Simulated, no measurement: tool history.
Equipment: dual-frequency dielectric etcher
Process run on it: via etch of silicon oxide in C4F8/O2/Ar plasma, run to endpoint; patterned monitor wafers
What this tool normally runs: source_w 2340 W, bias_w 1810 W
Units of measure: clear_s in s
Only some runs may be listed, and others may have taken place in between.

run	hour	source_w	bias_w	wafers since the last listed run	hours since the last wet clean	hours since the last source power generator calibration	hours since the last bias power generator calibration	hours since the last upper electrode change	incoming incoming film thickness, nm	clear_s
1	0	2180	1810	0	443.3	1822.8	1224.5	2804.4	1167.2	255.3
# hour 108.4: wet clean of the chamber
2	198.6	2180	1810	1302	90.2	2021.4	1423.1	3003	1166.1	254.4
3	234.9	2180	1810	270	126.5	2057.7	1459.4	3039.3	1170.9	256.7
4	269.2	2340	1810	255	160.8	2092	1493.7	3073.6	1175.8	248.7
5	329.7	2340	1810	451	221.3	2152.5	1554.2	3134.1	1165.2	244.5
6	401.1	2340	1810	532	292.7	2223.9	1625.6	3205.5	1164.6	247.2
# hour 460.1: bias power generator calibrated
7	469.5	2600	1810	480	361.1	2292.3	9.4	3273.9	1167.9	237.5
8	541.1	2600	1810	533	432.7	2363.9	81	3345.5	1175.9	238.7
# hour 600.5: source power generator calibrated
9	606.3	2600	1810	456	497.9	5.8	146.2	3410.7	1172.6	241
10	642.6	2340	1810	270	534.2	42.1	182.5	3447	1172.7	250.9
11	687.7	2340	1810	336	579.3	87.2	227.6	3492.1	1175.4	252.7
# hour 744.4: wet clean of the chamber
12	744.9	2490	1810	247	0.5	144.4	284.8	3549.3	1183.1	246.4
# hour 778: upper electrode replaced, of another model than before
13	778.5	1900	2121	71	34.1	178	318.4	0.5	1169	249.8
14	811.3	2340	1810	244	66.9	210.8	351.2	33.3	1170.6	250.4
15	921.5	2830	1430	821	177.1	321	461.4	143.5	1170.2	256.3
16	985.4	1870	2131	476	241	384.9	525.3	207.4	1166.8	249.8
17	1025.6	2580	2199	299	281.2	425.1	565.5	247.6	1161.4	229.2
18	1053.3	1770	1539	206	308.9	452.8	593.2	275.3	1169	280.1
19	1113.5	2340	1621	448	369.1	513	653.4	335.5	1162.2	258.5
20	1177.2	2580	1407	475	432.8	576.7	717.1	399.2	1170.8	263.6
21	1247.1	2130	1942	521	502.7	646.6	787	469.1	1171.2	250.2
22	1301.3	2340	1810	404	556.9	700.8	841.2	523.3	1182.7	253.9
# hour 1327.4: wet clean of the chamber
23	1342.5	2340	1810	128	15.1	742	882.4	564.5	1162.8	248.6
24	1387.1	1900	2121	332	59.7	786.6	927	609.1	1174	249.1

Run 25 is up next; what results do you expect?
25	1468.9	2610	1810	610	141.5	868.4	1008.8	690.9	1170.7	?

Run 25 produced clear_s 244.1 s.
Minus the tool's unlogged condition, the same run would have read clear_s 245.3 s.
